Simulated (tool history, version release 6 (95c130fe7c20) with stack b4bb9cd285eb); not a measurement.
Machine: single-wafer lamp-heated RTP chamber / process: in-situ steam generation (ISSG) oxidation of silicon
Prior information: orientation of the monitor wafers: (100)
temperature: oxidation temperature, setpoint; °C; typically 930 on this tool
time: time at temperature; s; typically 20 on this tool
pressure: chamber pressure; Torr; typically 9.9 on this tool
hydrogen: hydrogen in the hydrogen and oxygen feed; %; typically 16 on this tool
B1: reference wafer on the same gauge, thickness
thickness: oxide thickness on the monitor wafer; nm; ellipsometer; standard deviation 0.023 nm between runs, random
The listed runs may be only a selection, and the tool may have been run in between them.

run 1 hour=0.0 | temperature=930 time=20 pressure=9.9 hydrogen=16 | B1=4.113 | thickness=4.090
-- hour=3.7 gauge calibrated
run 2 hour=16.0 | temperature=930 time=20 pressure=9.9 hydrogen=16 | B1=4.118 | thickness=4.107
run 3 hour=23.4 | temperature=930 time=20 pressure=9.9 hydrogen=16 | B1=4.117 | thickness=4.069
run 4 hour=37.5 | temperature=930 time=20 pressure=9.9 hydrogen=16 | B1=4.135 | thickness=4.028
run 5 hour=45.0 | temperature=930 time=24 pressure=9.9 hydrogen=16 | B1=4.134 | thickness=4.395
run 6 hour=60.3 | temperature=930 time=24 pressure=9.9 hydrogen=16 | B1=4.112 | thickness=4.356
run 7 hour=69.0 | temperature=930 time=20 pressure=9.9 hydrogen=16 | B1=4.114 | thickness=4.127
run 8 hour=86.7 | temperature=930 time=20 pressure=9.9 hydrogen=16 | B1=4.117 | thickness=4.119
run 9 hour=93.7 | temperature=930 time=20 pressure=9.9 hydrogen=16 | B1=4.117 | thickness=4.097
run 10 hour=100.1 | temperature=930 time=20 pressure=10.2 hydrogen=16 | B1=4.121 | thickness=4.047
run 11 hour=116.2 | temperature=930 time=20 pressure=10.2 hydrogen=16 | B1=4.121 | thickness=4.080
run 12 hour=128.6 | temperature=930 time=20 pressure=10.2 hydrogen=16 | B1=4.122 | thickness=4.091
-- hour=137.1 hydrogen flow controller replaced
run 13 hour=137.7 | temperature=930 time=20 pressure=8.7 hydrogen=16 | B1=4.125 | thickness=4.165
run 14 hour=151.0 | temperature=930 time=20 pressure=9.9 hydrogen=19 | B1=4.118 | thickness=4.267
-- hour=154.7 gauge calibrated
-- hour=187.6 pyrometer window cleaned and pyrometer calibrated
run 15 hour=201.8 | temperature=930 time=27 pressure=10.2 hydrogen=16 | B1=4.116 | thickness=4.605
run 16 hour=208.9 | temperature=930 time=20 pressure=9.9 hydrogen=16 | B1=4.121 | thickness=4.104
run 17 hour=219.8 | temperature=930 time=20 pressure=9.9 hydrogen=11 | B1=4.103 | thickness=3.762
-- hour=230.0 pressure gauge zeroed
run 18 hour=231.6 | temperature=913 time=23 pressure=9.9 hydrogen=25 | B1=4.125 | thickness=4.509
run 19 hour=239.7 | temperature=948 time=14 pressure=10.2 hydrogen=25 | B1=4.109 | thickness=4.078
run 20 hour=249.8 | temperature=930 time=20 pressure=9.9 hydrogen=16 | B1=4.119 | thickness=4.114
run 21 hour=267.5 | temperature=930 time=20 pressure=9.9 hydrogen=16 | B1=4.119 | thickness=4.094
run 22 hour=279.3 | temperature=922 time=20 pressure=8.6 hydrogen=21 | B1=4.116 | thickness=4.326
run 23 hour=294.0 | temperature=930 time=20 pressure=9.9 hydrogen=16 | B1=4.113 | thickness=4.095
run 24 hour=300.5 | temperature=930 time=20 pressure=9.3 hydrogen=11 | B1=4.115 | thickness=3.821

Alternative continuations, all from the tool just after run 24; predict every row:
run A hour=300.9 | temperature=930 time=20 pressure=9.9 hydrogen=16 | B1=? | thickness=?
run B hour=300.9 | temperature=916 time=20 pressure=10.2 hydrogen=19 | B1=? | thickness=?
run C hour=300.9 | temperature=912 time=14 pressure=9.9 hydrogen=16 | B1=? | thickness=?
run D hour=300.9 | temperature=949 time=13 pressure=9.4 hydrogen=11 | B1=? | thickness=?
run E hour=300.9 | temperature=930 time=20 pressure=9.9 hydrogen=12 | B1=? | thickness=?

run=A B1=4.113 thickness=4.095
run=B B1=4.113 thickness=4.068
run=C B1=4.113 thickness=3.435
run=D B1=4.113 thickness=3.377
run=E B1=4.113 thickness=3.867
Without the tool's hidden state the same runs would have given:
run=A thickness=4.095
run=B thickness=4.068
run=C thickness=3.435
run=D thickness=3.377
run=E thickness=3.867
